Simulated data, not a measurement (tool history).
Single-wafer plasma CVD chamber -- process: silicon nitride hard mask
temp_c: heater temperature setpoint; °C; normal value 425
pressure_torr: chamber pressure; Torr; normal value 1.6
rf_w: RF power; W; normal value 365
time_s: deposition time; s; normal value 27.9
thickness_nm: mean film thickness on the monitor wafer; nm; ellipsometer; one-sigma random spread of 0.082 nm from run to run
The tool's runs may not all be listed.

run,hour,temp_c,pressure_torr,rf_w,time_s,wafers since the last listed run,hours since the last thermocouple change,hours since the last RF generator calibration,hours since the last manometer calibration,hours since the showerhead was replaced,hours since the gauge calibration,"read-back reference wafer on the same gauge, thickness_nm",thickness_nm
1,0,425,1.6,365,27.9,0,1797.2,2114.3,1034.5,2664.4,9.1,28.773,32.881
2,15.2,425,1.6,365,27.9,406,1812.4,2129.5,1049.7,2679.6,24.3,28.8,32.954
3,48.7,425,1.6,365,27.9,895,1845.9,2163,1083.2,2713.1,57.8,28.829,32.824
4,62.7,425,1.6,365,27.9,374,1859.9,2177,1097.2,2727.1,71.8,28.791,33.052
5,81,425,1.6,365,27.9,489,1878.2,2195.3,1115.5,2745.4,90.1,28.788,32.753
# hour 116.6: RF generator calibrated
6,117.1,425,1.6,365,27.9,751,1914.3,0.5,1151.6,2781.5,126.2,28.784,31.483
7,130.5,425,1.6,365,27.9,358,1927.7,13.9,1165,2794.9,139.6,28.78,31.488
# hour 185.6: capacitance manometer re-zeroed and calibrated
# hour 202.3: RF generator calibrated, repeated, since the last time left the tool worse
8,206.1,425,1.6,365,27.9,1593,2003.3,3.8,20.5,2870.5,215.2,28.807,34.328
# hour 212.8: gauge calibrated
# hour 223: showerhead replaced
9,230.6,435,1.86,305,27.9,441,2027.8,28.3,45,7.6,17.8,28.803,30.253
10,244.3,425,1.21,365,24.3,366,2041.5,42,58.7,21.3,31.5,28.813,26.867
# hour 255.3: thermocouple changed; heater temperature recalibrated
11,267.3,440,1.6,365,24.1,401,12,65,81.7,44.3,54.5,28.777,29.508
12,294.1,434,1.99,310,26.4,716,38.8,91.8,108.5,71.1,81.3,28.833,29.883
13,306.9,425,1.35,365,24.7,342,51.6,104.6,121.3,83.9,94.1,28.776,28.514
14,334.8,425,1.6,410,27.9,746,79.5,132.5,149.2,111.8,122,28.829,37.828
15,351.4,425,1.6,365,27.9,443,96.1,149.1,165.8,128.4,138.6,28.78,34.391
16,367.4,425,1.43,365,29.4,427,112.1,165.1,181.8,144.4,154.6,28.781,34.701
17,382.9,411,1.6,420,25.7,414,127.6,180.6,197.3,159.9,170.1,28.777,35.75

Here are 4 independent what-if runs from the current tool condition. What would each one return?
A,383.3,425,1.6,365,27.9,10,128,181,197.7,160.3,170.5,?,?
B,383.3,425,1.76,315,23.1,10,128,181,197.7,160.3,170.5,?,?
C,383.3,425,1.31,430,23.8,10,128,181,197.7,160.3,170.5,?,?
D,383.3,431,1.6,395,27.9,10,128,181,197.7,160.3,170.5,?,?

run,"read-back reference wafer on the same gauge, thickness_nm",thickness_nm
A,28.809,34.334
B,28.809,25.521
C,28.809,31.083
D,28.809,36.674
With the hidden condition removed and each run's random variation left untouched, the same runs would have given:
run,thickness_nm
A,34.777
B,25.876
C,31.455
D,37.112
